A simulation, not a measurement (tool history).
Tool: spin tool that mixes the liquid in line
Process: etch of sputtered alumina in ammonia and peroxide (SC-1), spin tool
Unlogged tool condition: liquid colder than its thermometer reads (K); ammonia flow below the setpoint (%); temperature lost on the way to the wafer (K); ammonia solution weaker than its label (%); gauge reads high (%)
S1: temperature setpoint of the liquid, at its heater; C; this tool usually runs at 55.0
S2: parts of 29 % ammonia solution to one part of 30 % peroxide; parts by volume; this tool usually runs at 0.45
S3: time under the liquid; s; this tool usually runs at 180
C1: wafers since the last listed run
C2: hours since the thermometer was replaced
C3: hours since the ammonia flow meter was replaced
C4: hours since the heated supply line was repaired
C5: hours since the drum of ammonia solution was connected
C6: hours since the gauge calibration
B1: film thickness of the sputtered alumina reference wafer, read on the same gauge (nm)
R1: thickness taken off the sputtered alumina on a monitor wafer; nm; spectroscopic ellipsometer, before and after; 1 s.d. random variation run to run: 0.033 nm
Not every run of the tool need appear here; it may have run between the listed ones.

{"run": 1, "hour": 0.0, "S1": 55.0, "S2": 0.45, "S3": 180, "C1": 0, "C2": 863.6, "C3": 1683.7, "C4": 885.3, "C5": 173.2, "C6": 295.7, "B1": 60.0, "R1": 7.11}
{"run": 2, "hour": 67.4, "S1": 48.5, "S2": 0.45, "S3": 180, "C1": 530, "C2": 931.0, "C3": 1751.1, "C4": 952.7, "C5": 240.6, "C6": 363.1, "B1": 59.97, "R1": 4.99}
{"run": 3, "hour": 133.0, "S1": 48.5, "S2": 0.45, "S3": 180, "C1": 516, "C2": 996.6, "C3": 1816.7, "C4": 1018.3, "C5": 306.2, "C6": 428.7, "B1": 60.01, "R1": 5.01}
{"run": 4, "hour": 178.8, "S1": 48.0, "S2": 0.45, "S3": 180, "C1": 360, "C2": 1042.4, "C3": 1862.5, "C4": 1064.1, "C5": 352.0, "C6": 474.5, "B1": 60.0, "R1": 4.85}
{"run": 5, "hour": 217.6, "S1": 48.0, "S2": 0.45, "S3": 180, "C1": 305, "C2": 1081.2, "C3": 1901.3, "C4": 1102.9, "C5": 390.8, "C6": 513.3, "B1": 60.02, "R1": 4.86}
{"hour": 229.3, "done": "gauge calibrated"}
{"run": 6, "hour": 257.3, "S1": 55.0, "S2": 0.45, "S3": 180, "C1": 312, "C2": 1120.9, "C3": 1941.0, "C4": 1142.6, "C5": 430.5, "C6": 28.0, "B1": 59.99, "R1": 7.15}
{"run": 7, "hour": 287.7, "S1": 55.0, "S2": 0.45, "S3": 180, "C1": 239, "C2": 1151.3, "C3": 1971.4, "C4": 1173.0, "C5": 460.9, "C6": 58.4, "B1": 60.0, "R1": 7.11}
{"run": 8, "hour": 350.3, "S1": 55.0, "S2": 0.45, "S3": 180, "C1": 492, "C2": 1213.9, "C3": 2034.0, "C4": 1235.6, "C5": 523.5, "C6": 121.0, "B1": 60.0, "R1": 7.11}
{"run": 9, "hour": 423.5, "S1": 52.5, "S2": 0.45, "S3": 120, "C1": 576, "C2": 1287.1, "C3": 2107.2, "C4": 1308.8, "C5": 596.7, "C6": 194.2, "B1": 60.01, "R1": 4.11}
{"run": 10, "hour": 450.0, "S1": 55.0, "S2": 0.45, "S3": 180, "C1": 208, "C2": 1313.6, "C3": 2133.7, "C4": 1335.3, "C5": 623.2, "C6": 220.7, "B1": 60.01, "R1": 7.1}
{"hour": 500.7, "done": "thermometer replaced"}
{"run": 11, "hour": 515.5, "S1": 63.5, "S2": 0.6, "S3": 180, "C1": 507, "C2": 14.8, "C3": 2199.2, "C4": 1400.8, "C5": 688.7, "C6": 286.2, "B1": 60.01, "R1": 11.28}
{"hour": 529.2, "done": "ammonia flow meter replaced"}
{"hour": 537.7, "done": "heated supply line repaired"}
{"run": 12, "hour": 573.1, "S1": 48.0, "S2": 0.45, "S3": 180, "C1": 437, "C2": 72.4, "C3": 43.9, "C4": 35.4, "C5": 746.3, "C6": 343.8, "B1": 60.02, "R1": 4.84}
{"hour": 589.6, "done": "new drum of ammonia solution connected"}
{"run": 13, "hour": 623.3, "S1": 55.0, "S2": 0.4, "S3": 105, "C1": 387, "C2": 122.6, "C3": 94.1, "C4": 85.6, "C5": 33.7, "C6": 394.0, "B1": 59.98, "R1": 4.1}
{"run": 14, "hour": 677.1, "S1": 50.0, "S2": 0.65, "S3": 180, "C1": 423, "C2": 176.4, "C3": 147.9, "C4": 139.4, "C5": 87.5, "C6": 447.8, "B1": 60.01, "R1": 5.59}
{"run": 15, "hour": 714.2, "S1": 55.0, "S2": 0.35, "S3": 180, "C1": 292, "C2": 213.5, "C3": 185.0, "C4": 176.5, "C5": 124.6, "C6": 484.9, "B1": 59.97, "R1": 6.89}
{"run": 16, "hour": 769.9, "S1": 50.5, "S2": 0.45, "S3": 260, "C1": 438, "C2": 269.2, "C3": 240.7, "C4": 232.2, "C5": 180.3, "C6": 540.6, "B1": 60.02, "R1": 8.01}
{"hour": 776.7, "done": "gauge calibrated"}
{"run": 17, "hour": 828.5, "S1": 55.0, "S2": 0.4, "S3": 180, "C1": 461, "C2": 327.8, "C3": 299.3, "C4": 290.8, "C5": 238.9, "C6": 51.8, "B1": 59.97, "R1": 6.94}
{"run": 18, "hour": 871.7, "S1": 55.0, "S2": 0.35, "S3": 180, "C1": 340, "C2": 371.0, "C3": 342.5, "C4": 334.0, "C5": 282.1, "C6": 95.0, "B1": 60.0, "R1": 6.94}
{"run": 19, "hour": 910.0, "S1": 51.5, "S2": 0.5, "S3": 225, "C1": 301, "C2": 409.3, "C3": 380.8, "C4": 372.3, "C5": 320.4, "C6": 133.3, "B1": 60.0, "R1": 7.38}
{"run": 20, "hour": 947.7, "S1": 49.5, "S2": 0.55, "S3": 80, "C1": 296, "C2": 447.0, "C3": 418.5, "C4": 410.0, "C5": 358.1, "C6": 171.0, "B1": 60.0, "R1": 2.37}
{"run": 21, "hour": 977.8, "S1": 55.0, "S2": 0.45, "S3": 180, "C1": 237, "C2": 477.1, "C3": 448.6, "C4": 440.1, "C5": 388.2, "C6": 201.1, "B1": 60.0, "R1": 7.05}

What if the next run were any one of these 3? Each begins from the tool's condition after run 21:
{"run": "A", "hour": 978.3, "S1": 55.0, "S2": 0.3, "S3": 180, "C1": 3, "C2": 477.6, "C3": 449.1, "C4": 440.6, "C5": 388.7, "C6": 201.6, "B1": "?", "R1": "?"}
{"run": "B", "hour": 978.3, "S1": 57.5, "S2": 0.55, "S3": 285, "C1": 3, "C2": 477.6, "C3": 449.1, "C4": 440.6, "C5": 388.7, "C6": 201.6, "B1": "?", "R1": "?"}
{"run": "C", "hour": 978.3, "S1": 62.0, "S2": 0.5, "S3": 145, "C1": 3, "C2": 477.6, "C3": 449.1, "C4": 440.6, "C5": 388.7, "C6": 201.6, "B1": "?", "R1": "?"}

run=A B1=60.01 R1=6.84
run=B B1=60.01 R1=13.09
run=C B1=60.01 R1=8.32
Without the tool's unlogged condition, the same runs would have read:
run=A R1=6.84
run=B R1=13.09
run=C R1=8.32
